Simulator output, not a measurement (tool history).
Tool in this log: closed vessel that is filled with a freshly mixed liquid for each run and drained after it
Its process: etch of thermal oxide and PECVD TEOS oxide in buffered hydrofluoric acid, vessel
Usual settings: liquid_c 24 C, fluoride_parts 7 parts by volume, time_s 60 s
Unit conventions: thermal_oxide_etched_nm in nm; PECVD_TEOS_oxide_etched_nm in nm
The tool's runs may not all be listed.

| run | hour | liquid_c | fluoride_parts | time_s | wafers since the last listed run | hours since the thermometer was replaced | hours since the hydrofluoric acid flow meter was replaced | hours since the gauge calibration | read-back film thickness of the thermal oxide reference wafer, read on the same gauge (nm) | read-back film thickness of the PECVD TEOS oxide reference wafer, read on the same gauge (nm) | thermal_oxide_etched_nm | PECVD_TEOS_oxide_etched_nm |
|---|---|---|---|---|---|---|---|---|---|---|---|---|
| 1 | 0 | 24 | 7 | 60 | 0 | 223.8 | 152.2 | 749.2 | 70.01 | 60.01 | 90.03 | 242.28 |
| 2 | 25.4 | 24 | 7 | 35 | 2098 | 249.2 | 177.6 | 774.6 | 70 | 59.97 | 52.08 | 142.05 |
| 3 | 78 | 24 | 7 | 60 | 4345 | 301.8 | 230.2 | 827.2 | 70.01 | 60.02 | 88.29 | 242.41 |
| 4 | 117.5 | 24 | 7 | 60 | 3263 | 341.3 | 269.7 | 866.7 | 70.02 | 60 | 89.53 | 242.83 |
| 5 | 326.1 | 24 | 8.5 | 60 | 17232 | 549.9 | 478.3 | 1075.3 | 70.01 | 59.99 | 71.44 | 195.17 |
| 6 | 386.9 | 24 | 7 | 60 | 5022 | 610.7 | 539.1 | 1136.1 | 70.03 | 60.02 | 87.9 | 237.87 |
| 7 | 411.5 | 25.5 | 9 | 45 | 2032 | 635.3 | 563.7 | 1160.7 | 69.99 | 59.99 | 55.38 | 150.04 |
| 8 | 467.7 | 26 | 10 | 85 | 4642 | 691.5 | 619.9 | 1216.9 | 69.98 | 60.01 | 98.86 | 271.43 |
| 9 | 503.7 | 27 | 5 | 40 | 2973 | 727.5 | 655.9 | 1252.9 | 70 | 60.02 | 92.42 | 251.63 |
| 10 | 573.6 | 24 | 7 | 60 | 5774 | 797.4 | 725.8 | 1322.8 | 69.97 | 60 | 87.69 | 236.83 |
| 11 | 637 | 22 | 5 | 60 | 5237 | 860.8 | 789.2 | 1386.2 | 70 | 59.99 | 105.32 | 285.82 |
| 12 | 818.5 | 24 | 6 | 60 | 14993 | 1042.3 | 970.7 | 1567.7 | 69.95 | 60.03 | 100.03 | 268.72 |
|  | 855.7 | gauge calibrated |
| 13 | 887.1 | 24 | 9.5 | 45 | 5667 | 1110.9 | 1039.3 | 31.4 | 70.02 | 59.99 | 47.95 | 132.76 |
| 14 | 914.2 | 25.5 | 7 | 60 | 2238 | 1138 | 1066.4 | 58.5 | 69.99 | 59.99 | 93.34 | 254.61 |
| 15 | 984 | 20.5 | 7 | 60 | 5766 | 1207.8 | 1136.2 | 128.3 | 70 | 59.98 | 70.66 | 192.68 |
| 16 | 1032.2 | 21 | 8.5 | 30 | 3981 | 1256 | 1184.4 | 176.5 | 69.99 | 60.02 | 29.4 | 79.76 |
| 17 | 1102.5 | 28 | 7 | 75 | 5807 | 1326.3 | 1254.7 | 246.8 | 69.94 | 60 | 131.44 | 357.15 |
| 18 | 1143.4 | 24 | 7 | 60 | 3378 | 1367.2 | 1295.6 | 287.7 | 70.03 | 59.98 | 85.17 | 232.21 |
| 19 | 1181.5 | 24 | 7 | 60 | 3147 | 1405.3 | 1333.7 | 325.8 | 70.01 | 59.99 | 84.37 | 231.03 |
|  | 1203.5 | thermometer replaced |
| 20 | 1243.1 | 24 | 7 | 80 | 5006 | 39.6 | 1395.3 | 387.4 | 70.02 | 59.99 | 112.72 | 306.74 |
| 21 | 1285.5 | 26.5 | 7 | 60 | 3502 | 82 | 1437.7 | 429.8 | 70.01 | 60 | 96.63 | 261.78 |
| 22 | 1399.9 | 27 | 5.5 | 90 | 9450 | 196.4 | 1552.1 | 544.2 | 70.02 | 59.99 | 187.33 | 504.55 |
| 23 | 1446.8 | 26.5 | 5.5 | 70 | 3874 | 243.3 | 1599 | 591.1 | 69.99 | 60 | 140.23 | 381.03 |
| 24 | 1505.7 | 26 | 6 | 30 | 4865 | 302.2 | 1657.9 | 650 | 70.02 | 59.98 | 54.41 | 147.5 |
| 25 | 1534.8 | 24 | 7 | 60 | 2403 | 331.3 | 1687 | 679.1 | 69.98 | 59.99 | 83.45 | 227.97 |

Consider 5 possible next runs. They are alternatives, not a sequence: every one starts from the tool as it was left by run 25. What does each give?
| A | 1535.5 | 24 | 7 | 60 | 57 | 332 | 1687.7 | 679.8 | ? | ? | ? | ? |
| B | 1535.5 | 28.5 | 7 | 60 | 57 | 332 | 1687.7 | 679.8 | ? | ? | ? | ? |
| C | 1535.5 | 22 | 5 | 95 | 57 | 332 | 1687.7 | 679.8 | ? | ? | ? | ? |
| D | 1535.5 | 24 | 9 | 80 | 57 | 332 | 1687.7 | 679.8 | ? | ? | ? | ? |
| E | 1535.5 | 21.5 | 8 | 80 | 57 | 332 | 1687.7 | 679.8 | ? | ? | ? | ? |

| run | read-back film thickness of the thermal oxide reference wafer, read on the same gauge (nm) | read-back film thickness of the PECVD TEOS oxide reference wafer, read on the same gauge (nm) | thermal_oxide_etched_nm | PECVD_TEOS_oxide_etched_nm |
|---|---|---|---|---|
| A | 69.98 | 60.01 | 83 | 226.31 |
| B | 69.98 | 60.01 | 105.67 | 288.12 |
| C | 69.98 | 60.01 | 159.95 | 436.11 |
| D | 69.98 | 60.01 | 87.3 | 238.04 |
| E | 69.98 | 60.01 | 83.48 | 227.61 |
Without the tool's unlogged condition, the same runs would have read:
| run | thermal_oxide_etched_nm | PECVD_TEOS_oxide_etched_nm |
|---|---|---|
| A | 90.21 | 245.97 |
| B | 114.84 | 313.14 |
| C | 170.72 | 465.5 |
| D | 91.64 | 249.87 |
| E | 90.77 | 247.49 |
